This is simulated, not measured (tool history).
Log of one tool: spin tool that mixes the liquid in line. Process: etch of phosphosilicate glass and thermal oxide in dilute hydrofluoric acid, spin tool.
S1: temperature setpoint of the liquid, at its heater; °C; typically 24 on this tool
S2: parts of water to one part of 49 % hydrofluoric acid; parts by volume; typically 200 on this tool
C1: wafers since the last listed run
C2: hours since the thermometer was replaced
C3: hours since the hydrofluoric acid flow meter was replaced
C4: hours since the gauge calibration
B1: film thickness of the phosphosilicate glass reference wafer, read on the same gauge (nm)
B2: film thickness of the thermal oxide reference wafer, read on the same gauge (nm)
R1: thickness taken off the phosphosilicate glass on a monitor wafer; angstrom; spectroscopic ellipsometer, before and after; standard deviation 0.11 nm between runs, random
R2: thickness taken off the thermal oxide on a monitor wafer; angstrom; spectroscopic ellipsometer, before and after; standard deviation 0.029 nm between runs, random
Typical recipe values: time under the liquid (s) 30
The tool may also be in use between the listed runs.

{"run": 1, "hour": 0.0, "S1": 24, "S2": 200, "time under the liquid (s)": 30, "C1": 0, "C2": 507.7, "C3": 211.4, "C4": 521.7, "B1": 48.29, "B2": 57.951, "R1": 137.7, "R2": 5.68}
{"run": 2, "hour": 18.2, "S1": 24, "S2": 200, "time under the liquid (s)": 30, "C1": 213, "C2": 525.9, "C3": 229.6, "C4": 539.9, "B1": 48.27, "B2": 57.901, "R1": 138, "R2": 5.47}
{"run": 3, "hour": 43.3, "S1": 24, "S2": 200, "time under the liquid (s)": 30, "C1": 293, "C2": 551, "C3": 254.7, "C4": 565, "B1": 48.27, "B2": 57.879, "R1": 138.8, "R2": 5.57}
{"run": 4, "hour": 57.8, "S1": 24, "S2": 200, "time under the liquid (s)": 30, "C1": 169, "C2": 565.5, "C3": 269.2, "C4": 579.5, "B1": 48.24, "B2": 57.845, "R1": 138, "R2": 5.59}
{"run": 5, "hour": 150.0, "S1": 24, "S2": 200, "time under the liquid (s)": 30, "C1": 1079, "C2": 657.7, "C3": 361.4, "C4": 671.7, "B1": 48.16, "B2": 57.751, "R1": 137.1, "R2": 5.85}
{"hour": 167.1, "done": "thermometer replaced"}
{"run": 6, "hour": 177.6, "S1": 24, "S2": 200, "time under the liquid (s)": 30, "C1": 311, "C2": 10.5, "C3": 389, "C4": 699.3, "B1": 48.1, "B2": 57.773, "R1": 138.7, "R2": 5.71}
{"run": 7, "hour": 193.2, "S1": 24, "S2": 200, "time under the liquid (s)": 30, "C1": 182, "C2": 26.1, "C3": 404.6, "C4": 714.9, "B1": 48.14, "B2": 57.655, "R1": 139, "R2": 5.16}
{"run": 8, "hour": 221.4, "S1": 24, "S2": 200, "time under the liquid (s)": 30, "C1": 330, "C2": 54.3, "C3": 432.8, "C4": 743.1, "B1": 48.1, "B2": 57.662, "R1": 136.7, "R2": 5.82}
{"run": 9, "hour": 256.9, "S1": 23, "S2": 145, "time under the liquid (s)": 30, "C1": 415, "C2": 89.8, "C3": 468.3, "C4": 778.6, "B1": 48, "B2": 57.705, "R1": 191.5, "R2": 8.81}
{"run": 10, "hour": 273.4, "S1": 24, "S2": 200, "time under the liquid (s)": 25, "C1": 193, "C2": 106.3, "C3": 484.8, "C4": 795.1, "B1": 48.04, "B2": 57.665, "R1": 115.3, "R2": 4.38}
{"hour": 327.4, "done": "gauge calibrated"}
{"run": 11, "hour": 333.5, "S1": 24, "S2": 155, "time under the liquid (s)": 20, "C1": 703, "C2": 166.4, "C3": 544.9, "C4": 6.1, "B1": 49.89, "B2": 59.852, "R1": 128.7, "R2": 5.06}
{"run": 12, "hour": 355.8, "S1": 24, "S2": 200, "time under the liquid (s)": 30, "C1": 261, "C2": 188.7, "C3": 567.2, "C4": 28.4, "B1": 49.75, "B2": 59.653, "R1": 142.9, "R2": 5.5}
{"hour": 378.8, "done": "hydrofluoric acid flow meter replaced"}
{"run": 13, "hour": 391.7, "S1": 24, "S2": 200, "time under the liquid (s)": 30, "C1": 408, "C2": 224.6, "C3": 12.9, "C4": 64.3, "B1": 49.55, "B2": 59.539, "R1": 143.2, "R2": 5.79}
{"run": 14, "hour": 410.5, "S1": 24, "S2": 150, "time under the liquid (s)": 30, "C1": 220, "C2": 243.4, "C3": 31.7, "C4": 83.1, "B1": 49.49, "B2": 59.434, "R1": 200.4, "R2": 7.64}
{"run": 15, "hour": 444.3, "S1": 24, "S2": 200, "time under the liquid (s)": 15, "C1": 395, "C2": 277.2, "C3": 65.5, "C4": 116.9, "B1": 49.31, "B2": 59.147, "R1": 71, "R2": 2.72}
{"run": 16, "hour": 459.9, "S1": 24, "S2": 235, "time under the liquid (s)": 15, "C1": 182, "C2": 292.8, "C3": 81.1, "C4": 132.5, "B1": 49.23, "B2": 59.152, "R1": 57.9, "R2": 2.44}
{"run": 17, "hour": 492.5, "S1": 26.5, "S2": 265, "time under the liquid (s)": 20, "C1": 381, "C2": 325.4, "C3": 113.7, "C4": 165.1, "B1": 49.14, "B2": 58.901, "R1": 72, "R2": 3.19}
{"run": 18, "hour": 507.0, "S1": 24, "S2": 200, "time under the liquid (s)": 30, "C1": 169, "C2": 339.9, "C3": 128.2, "C4": 179.6, "B1": 49.04, "B2": 58.892, "R1": 140.8, "R2": 5.84}
{"run": 19, "hour": 522.3, "S1": 20, "S2": 200, "time under the liquid (s)": 45, "C1": 179, "C2": 355.2, "C3": 143.5, "C4": 194.9, "B1": 49.03, "B2": 58.781, "R1": 180.3, "R2": 7.53}
{"run": 20, "hour": 548.8, "S1": 22, "S2": 275, "time under the liquid (s)": 30, "C1": 310, "C2": 381.7, "C3": 170, "C4": 221.4, "B1": 48.94, "B2": 58.698, "R1": 87.5, "R2": 3.43}
{"run": 21, "hour": 569.2, "S1": 21.5, "S2": 200, "time under the liquid (s)": 50, "C1": 238, "C2": 402.1, "C3": 190.4, "C4": 241.8, "B1": 48.81, "B2": 58.625, "R1": 210.7, "R2": 8.74}
{"run": 22, "hour": 583.0, "S1": 24, "S2": 290, "time under the liquid (s)": 30, "C1": 161, "C2": 415.9, "C3": 204.2, "C4": 255.6, "B1": 48.87, "B2": 58.571, "R1": 89.2, "R2": 3.48}
{"run": 23, "hour": 607.9, "S1": 22.5, "S2": 255, "time under the liquid (s)": 35, "C1": 291, "C2": 440.8, "C3": 229.1, "C4": 280.5, "B1": 48.7, "B2": 58.544, "R1": 113.6, "R2": 4.65}
{"run": 24, "hour": 640.9, "S1": 24, "S2": 200, "time under the liquid (s)": 30, "C1": 386, "C2": 473.8, "C3": 262.1, "C4": 313.5, "B1": 48.66, "B2": 58.421, "R1": 139.5, "R2": 5.35}
{"run": 25, "hour": 657.2, "S1": 24, "S2": 200, "time under the liquid (s)": 30, "C1": 190, "C2": 490.1, "C3": 278.4, "C4": 329.8, "B1": 48.63, "B2": 58.303, "R1": 140, "R2": 5.86}
{"run": 26, "hour": 690.5, "S1": 20.5, "S2": 255, "time under the liquid (s)": 45, "C1": 389, "C2": 523.4, "C3": 311.7, "C4": 363.1, "B1": 48.55, "B2": 58.295, "R1": 136.9, "R2": 5.17}
{"run": 27, "hour": 702.7, "S1": 24, "S2": 200, "time under the liquid (s)": 30, "C1": 142, "C2": 535.6, "C3": 323.9, "C4": 375.3, "B1": 48.54, "B2": 58.224, "R1": 138.8, "R2": 5.6}

3 options for the next run, each taken on its own from the tool as it stands now. Forecast them:
{"run": "A", "hour": 703.1, "S1": 24, "S2": 260, "time under the liquid (s)": 30, "C1": 4, "C2": 536, "C3": 324.3, "C4": 375.7, "B1": "?", "B2": "?", "R1": "?", "R2": "?"}
{"run": "B", "hour": 703.1, "S1": 27, "S2": 200, "time under the liquid (s)": 50, "C1": 4, "C2": 536, "C3": 324.3, "C4": 375.7, "B1": "?", "B2": "?", "R1": "?", "R2": "?"}
{"run": "C", "hour": 703.1, "S1": 21, "S2": 200, "time under the liquid (s)": 45, "C1": 4, "C2": 536, "C3": 324.3, "C4": 375.7, "B1": "?", "B2": "?", "R1": "?", "R2": "?"}

run=A B1=48.53 B2=58.224 R1=100.2 R2=4.22
run=B B1=48.53 B2=58.224 R1=257.7 R2=10.86
run=C B1=48.53 B2=58.224 R1=185.8 R2=7.83
The same runs, with their run-to-run variation unchanged, on a tool lacking any hidden condition would have given:
run=A R1=103.2 R2=4.35
run=B R1=265.6 R2=11.2
run=C R1=191.5 R2=8.07
